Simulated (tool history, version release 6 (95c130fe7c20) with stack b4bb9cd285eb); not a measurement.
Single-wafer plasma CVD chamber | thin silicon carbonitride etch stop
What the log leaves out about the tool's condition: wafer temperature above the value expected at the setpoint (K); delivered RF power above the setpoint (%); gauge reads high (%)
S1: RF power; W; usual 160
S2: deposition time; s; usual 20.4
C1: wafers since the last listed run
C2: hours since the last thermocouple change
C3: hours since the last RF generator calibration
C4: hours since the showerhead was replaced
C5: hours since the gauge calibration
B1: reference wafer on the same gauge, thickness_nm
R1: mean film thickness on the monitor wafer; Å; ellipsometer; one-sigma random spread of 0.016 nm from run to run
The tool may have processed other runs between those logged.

run	hour	S1	S2	C1	C2	C3	C4	C5	B1	R1
1	0.0	160	17.8	0	1974.6	1114.1	3149.6	425.6	9.703	93.24
2	32.5	160	17.8	1324	2007.1	1146.6	3182.1	458.1	9.700	93.37
3	88.0	160	20.4	2262	2062.6	1202.1	3237.6	513.6	9.700	106.84
4	158.2	135	20.4	2861	2132.8	1272.3	3307.8	583.8	9.701	99.04
5	198.8	135	20.4	1655	2173.4	1312.9	3348.4	624.4	9.705	98.82
6	227.9	160	20.4	1186	2202.5	1342.0	3377.5	653.5	9.700	107.00
7	271.5	160	17.7	1777	2246.1	1385.6	3421.1	697.1	9.701	92.84
8	341.6	160	17.7	2857	2316.2	1455.7	3491.2	767.2	9.703	92.72
# hour 351.6: RF generator calibrated
9	401.1	150	20.4	2099	2375.7	49.5	3550.7	826.7	9.700	104.81
10	465.3	150	20.4	2617	2439.9	113.7	3614.9	890.9	9.701	104.82
11	493.8	150	20.4	1161	2468.4	142.2	3643.4	919.4	9.700	104.92
# hour 546.9: gauge calibrated
12	558.0	160	20.4	2617	2532.6	206.4	3707.6	11.1	9.700	107.91
13	629.3	180	20.4	2906	2603.9	277.7	3778.9	82.4	9.699	113.27
14	671.2	135	19.0	1708	2645.8	319.6	3820.8	124.3	9.702	92.75
# hour 681.4: showerhead replaced
15	715.0	135	18.9	1459	2689.6	363.4	33.6	168.1	9.701	92.20
16	757.9	130	17.1	1748	2732.5	406.3	76.5	211.0	9.698	82.13
17	794.8	175	18.2	1504	2769.4	443.2	113.4	247.9	9.698	99.49
18	820.3	150	20.4	1039	2794.9	468.7	138.9	273.4	9.697	104.33
# hour 846.7: thermocouple changed; heater temperature recalibrated
19	889.5	140	18.1	2494	42.8	537.9	208.1	342.6	9.699	89.59
20	920.1	150	18.1	1247	73.4	568.5	238.7	373.2	9.699	92.58
21	964.0	145	22.5	1789	117.3	612.4	282.6	417.1	9.703	113.23
22	1013.7	160	17.8	2026	167.0	662.1	332.3	466.8	9.703	93.60
23	1074.7	140	17.9	2486	228.0	723.1	393.3	527.8	9.699	88.54

For each run, what was the tool's unlogged condition?
wafer temperature above the value expected at the setpoint (K): 0 across all the runs
gauge reads high (%): 0 across all the runs
H1: delivered RF power above the setpoint (%)
run	H1
1	-2.49
2	-2.51
3	-2.55
4	-2.58
5	-2.6
6	-2.62
7	-2.63
8	-2.66
9	-0.333
10	-0.602
11	-0.712
12	-0.94
13	-1.16
14	-1.28
15	-1.4
16	-1.5
17	-1.59
18	-1.64
19	-1.78
20	-1.83
21	-1.9
22	-1.98
23	-2.07
